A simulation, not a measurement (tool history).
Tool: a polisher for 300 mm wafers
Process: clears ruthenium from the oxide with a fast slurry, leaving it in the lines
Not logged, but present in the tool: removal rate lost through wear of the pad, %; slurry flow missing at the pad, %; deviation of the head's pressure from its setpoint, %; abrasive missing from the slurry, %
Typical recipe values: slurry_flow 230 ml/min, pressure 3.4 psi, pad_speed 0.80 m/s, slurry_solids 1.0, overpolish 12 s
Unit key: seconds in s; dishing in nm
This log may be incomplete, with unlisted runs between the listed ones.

run	day	slurry_flow	pressure	pad_speed	slurry_solids	overpolish	wafers since the last listed run	wafers polished on this pad	hours since the slurry nozzle was cleaned	hours since the head pressure was calibrated	hours since the slurry blender was calibrated	incoming thickness of the incoming film, nm	seconds	dishing
1	0.000	270	3.4	0.80	1.0	12	0	781	131.1	636.2	396.1	248.4	61.9	41.8
2	0.367	270	3.4	0.80	1.0	12	70	851	139.9	645.0	404.9	254.0	64.6	41.2
3	1.042	270	3.4	0.80	1.0	12	128	980	156.1	661.2	421.1	250.0	62.2	40.9
4	1.329	230	3.4	0.80	1.0	15	54	1034	163.0	668.1	428.0	250.1	64.0	48.4
5	1.883	230	3.4	0.80	1.0	15	105	1140	176.3	681.4	441.3	246.4	64.5	45.4
6	2.358	230	3.4	0.80	1.0	15	90	1231	187.7	692.8	452.7	250.6	66.4	45.0
# day 2.629: worn pad replaced by a new one
7	2.762	230	3.4	0.96	1.0	12	45	25	197.4	702.5	462.4	252.0	56.2	46.2

What does the tool deliver on the next run?
8	3.346	275	3.8	0.80	0.9	12	111	136	211.4	716.5	476.4	247.9	?	?

{"run 8": {"seconds": 64.1, "dishing": 39.7}}
With no hidden state in the tool, this same run would have given seconds 51.5 s, dishing 48.2 nm.
